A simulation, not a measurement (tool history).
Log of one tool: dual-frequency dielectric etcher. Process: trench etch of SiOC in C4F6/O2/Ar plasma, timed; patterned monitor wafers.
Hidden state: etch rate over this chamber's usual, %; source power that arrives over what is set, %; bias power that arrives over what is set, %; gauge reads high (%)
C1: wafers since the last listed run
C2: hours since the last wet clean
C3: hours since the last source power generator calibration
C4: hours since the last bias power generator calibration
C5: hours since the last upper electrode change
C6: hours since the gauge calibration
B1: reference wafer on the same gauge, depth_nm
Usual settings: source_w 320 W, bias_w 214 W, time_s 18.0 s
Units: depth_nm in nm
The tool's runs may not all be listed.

Run 1, hour 0.0: usual settings; C1 0; C2 269.1; C3 3776.9; C4 4257.1; C5 5447.4; C6 140.3; B1 43.97. Result: depth_nm 39.41 nm.
Run 2, hour 33.1: usual settings; C1 316; C2 302.2; C3 3810.0; C4 4290.2; C5 5480.5; C6 173.4; B1 43.77. Result: depth_nm 39.40 nm.
Run 3, hour 49.6: usual settings; C1 157; C2 318.7; C3 3826.5; C4 4306.7; C5 5497.0; C6 189.9; B1 43.84. Result: depth_nm 39.20 nm.
Run 4, hour 62.7: usual settings; C1 125; C2 331.8; C3 3839.6; C4 4319.8; C5 5510.1; C6 203.0; B1 43.63. Result: depth_nm 39.25 nm.
Run 5, hour 85.9: usual settings; C1 221; C2 355.0; C3 3862.8; C4 4343.0; C5 5533.3; C6 226.2; B1 43.81. Result: depth_nm 39.15 nm.
Run 6, hour 101.9: usual settings; C1 152; C2 371.0; C3 3878.8; C4 4359.0; C5 5549.3; C6 242.2; B1 43.76. Result: depth_nm 39.60 nm.
Run 7, hour 132.8: usual settings but source_w 300 W; C1 295; C2 401.9; C3 3909.7; C4 4389.9; C5 5580.2; C6 273.1; B1 43.66. Result: depth_nm 38.97 nm.
Run 8, hour 156.3: usual settings but source_w 300 W, bias_w 249 W, time_s 15.0 s; C1 224; C2 425.4; C3 3933.2; C4 4413.4; C5 5603.7; C6 296.6; B1 43.90. Result: depth_nm 33.78 nm.
At hour 230.2: gauge calibrated.
Run 9, hour 241.6: usual settings but source_w 300 W; C1 815; C2 510.7; C3 4018.5; C4 4498.7; C5 5689.0; C6 11.4; B1 43.76. Result: depth_nm 39.42 nm.
At hour 279.5: source power generator calibrated.
At hour 283.7: bias power generator calibrated.
At hour 284.1: upper electrode replaced.
At hour 300.6: wet clean of the chamber.
Run 10, hour 301.1: usual settings but source_w 270 W, bias_w 181 W; C1 331; C2 0.5; C3 21.6; C4 17.4; C5 17.0; C6 70.9; B1 43.67. Result: depth_nm 35.20 nm.
Run 11, hour 307.8: usual settings; C1 64; C2 7.2; C3 28.3; C4 24.1; C5 23.7; C6 77.6; B1 43.95. Result: depth_nm 38.99 nm.
Run 12, hour 335.9: usual settings but source_w 340 W; C1 268; C2 35.3; C3 56.4; C4 52.2; C5 51.8; C6 105.7; B1 43.74. Result: depth_nm 39.61 nm.
Run 13, hour 354.1: usual settings but bias_w 240 W, time_s 23.5 s; C1 173; C2 53.5; C3 74.6; C4 70.4; C5 70.0; C6 123.9; B1 43.88. Result: depth_nm 52.19 nm.
Run 14, hour 383.0: usual settings but time_s 19.5 s; C1 276; C2 82.4; C3 103.5; C4 99.3; C5 98.9; C6 152.8; B1 43.85. Result: depth_nm 42.52 nm.

What the log doesn't show, run by run:
source power that arrives over what is set, %: 0 in every run
bias power that arrives over what is set, %: 0 in every run
gauge reads high (%): 0 in every run
H1: etch rate over this chamber's usual, %
run     H1
  1   1.75
  2   2.03
  3   2.17
  4   2.28
  5   2.48
  6   2.62
  7   2.88
  8   3.08
  9   3.81
 10  0.953
 11   1.01
 12   1.25
 13   1.41
 14   1.65
